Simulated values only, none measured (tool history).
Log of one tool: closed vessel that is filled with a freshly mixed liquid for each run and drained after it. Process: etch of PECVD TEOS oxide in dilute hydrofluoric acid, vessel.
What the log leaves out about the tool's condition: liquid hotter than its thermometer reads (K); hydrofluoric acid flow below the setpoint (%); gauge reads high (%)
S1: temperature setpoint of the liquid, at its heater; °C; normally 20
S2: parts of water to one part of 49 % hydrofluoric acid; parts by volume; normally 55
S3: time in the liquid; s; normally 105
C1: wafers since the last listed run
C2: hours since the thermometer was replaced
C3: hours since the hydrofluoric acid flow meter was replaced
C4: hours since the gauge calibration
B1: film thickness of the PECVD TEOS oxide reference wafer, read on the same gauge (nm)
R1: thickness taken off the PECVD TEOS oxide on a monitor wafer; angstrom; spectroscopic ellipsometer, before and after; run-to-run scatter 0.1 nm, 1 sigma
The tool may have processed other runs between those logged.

| run | hour | S1 | S2 | S3 | C1 | C2 | C3 | C4 | B1 | R1 |
|---|---|---|---|---|---|---|---|---|---|---|
| 1 | 0 | 20 | 55 | 105 | 0 | 1216.8 | 429.7 | 556.6 | 49.99 | 152.6 |
| 2 | 68.3 | 20 | 55 | 105 | 8731 | 1285.1 | 498 | 624.9 | 50 | 152.7 |
| 3 | 94.6 | 17.5 | 55 | 105 | 3362 | 1311.4 | 524.3 | 651.2 | 50.01 | 136.7 |
| 4 | 154.7 | 17.5 | 55 | 105 | 7682 | 1371.5 | 584.4 | 711.3 | 50.01 | 138.6 |
| 5 | 187 | 17.5 | 55 | 105 | 4129 | 1403.8 | 616.7 | 743.6 | 50.01 | 137.5 |
|  | 213 | gauge calibrated |
| 6 | 240.2 | 20 | 55 | 105 | 6800 | 1457 | 669.9 | 27.2 | 50 | 153.8 |
| 7 | 300.2 | 20 | 55 | 105 | 7670 | 1517 | 729.9 | 87.2 | 50.01 | 151.9 |
| 8 | 357.2 | 20 | 55 | 105 | 7286 | 1574 | 786.9 | 144.2 | 49.98 | 155.3 |
| 9 | 396.7 | 20 | 55 | 130 | 5049 | 1613.5 | 826.4 | 183.7 | 49.98 | 191.6 |
| 10 | 465.2 | 20 | 55 | 130 | 8756 | 1682 | 894.9 | 252.2 | 50 | 190 |
| 11 | 491 | 17 | 55 | 105 | 3298 | 1707.8 | 920.7 | 278 | 50.01 | 134.2 |
| 12 | 559.6 | 17 | 55 | 105 | 8769 | 1776.4 | 989.3 | 346.6 | 50.01 | 139.4 |
|  | 574.2 | thermometer replaced |
| 13 | 596.1 | 20 | 35 | 105 | 4538 | 21.9 | 1025.8 | 383.1 | 50.01 | 264.2 |
| 14 | 642 | 20 | 55 | 105 | 5867 | 67.8 | 1071.7 | 429 | 50 | 165.6 |
| 15 | 668.5 | 18.5 | 55 | 105 | 3387 | 94.3 | 1098.2 | 455.5 | 50 | 156.5 |
| 16 | 729 | 22 | 75 | 105 | 7733 | 154.8 | 1158.7 | 516 | 50.01 | 127.4 |
| 17 | 776.7 | 17.5 | 35 | 135 | 6097 | 202.5 | 1206.4 | 563.7 | 50 | 309.6 |
| 18 | 847.2 | 20 | 55 | 105 | 9012 | 273 | 1276.9 | 634.2 | 50 | 167.3 |
|  | 966.8 | thermometer replaced, repeated, since the last time left the tool worse |
| 19 | 979.5 | 17.5 | 35 | 135 | 16784 | 12.7 | 1409.2 | 766.5 | 50.01 | 268.9 |
| 20 | 1026.9 | 17 | 30 | 130 | 6059 | 60.1 | 1456.6 | 813.9 | 50.02 | 298 |
| 21 | 1062.3 | 20 | 55 | 105 | 4525 | 95.5 | 1492 | 849.3 | 50.03 | 148.3 |
|  | 1069.9 | gauge calibrated |
|  | 1110.3 | hydrofluoric acid flow meter replaced |
| 22 | 1128.3 | 17 | 65 | 140 | 8309 | 161.5 | 18 | 58.4 | 49.99 | 143.5 |
| 23 | 1170.5 | 18 | 80 | 130 | 5394 | 203.7 | 60.2 | 100.6 | 49.99 | 112.9 |
| 24 | 1219.7 | 22 | 65 | 105 | 6289 | 252.9 | 109.4 | 149.8 | 49.98 | 133.7 |
| 25 | 1277.1 | 20 | 55 | 105 | 7337 | 310.3 | 166.8 | 207.2 | 50.02 | 148.3 |
| 26 | 1307.8 | 20 | 55 | 125 | 3924 | 341 | 197.5 | 237.9 | 50 | 175.6 |
| 27 | 1342.5 | 18.5 | 55 | 130 | 4435 | 375.7 | 232.2 | 272.6 | 50.02 | 172.1 |
| 28 | 1380.5 | 17 | 55 | 105 | 4857 | 413.7 | 270.2 | 310.6 | 49.99 | 130.2 |
| 29 | 1411.7 | 20 | 55 | 105 | 3988 | 444.9 | 301.4 | 341.8 | 50 | 148.4 |
| 30 | 1465 | 24.5 | 85 | 55 | 6813 | 498.2 | 354.7 | 395.1 | 49.99 | 57.9 |
| 31 | 1526.7 | 18 | 25 | 105 | 7887 | 559.9 | 416.4 | 456.8 | 49.99 | 311.6 |
| 32 | 1580.8 | 22 | 70 | 40 | 6915 | 614 | 470.5 | 510.9 | 50 | 47.8 |

Consider 5 possible next runs. They are alternatives, not a sequence: every one starts from the tool as it was left by run 32. What does each give?
| A | 1581.5 | 22 | 55 | 105 | 89 | 614.7 | 471.2 | 511.6 | ? | ? |
| B | 1581.5 | 20 | 55 | 145 | 89 | 614.7 | 471.2 | 511.6 | ? | ? |
| C | 1581.5 | 17 | 70 | 105 | 89 | 614.7 | 471.2 | 511.6 | ? | ? |
| D | 1581.5 | 17 | 40 | 105 | 89 | 614.7 | 471.2 | 511.6 | ? | ? |
| E | 1581.5 | 17 | 55 | 165 | 89 | 614.7 | 471.2 | 511.6 | ? | ? |

| run | B1 | R1 |
|---|---|---|
| A | 50.01 | 162.1 |
| B | 50.01 | 206 |
| C | 50.01 | 101.4 |
| D | 50.01 | 183.6 |
| E | 50.01 | 206.3 |
Take away the tool's hidden state, keep each run's random variation, and the runs would have read:
| run | R1 |
|---|---|
| A | 157.4 |
| B | 199.8 |
| C | 98.3 |
| D | 177.9 |
| E | 199.9 |

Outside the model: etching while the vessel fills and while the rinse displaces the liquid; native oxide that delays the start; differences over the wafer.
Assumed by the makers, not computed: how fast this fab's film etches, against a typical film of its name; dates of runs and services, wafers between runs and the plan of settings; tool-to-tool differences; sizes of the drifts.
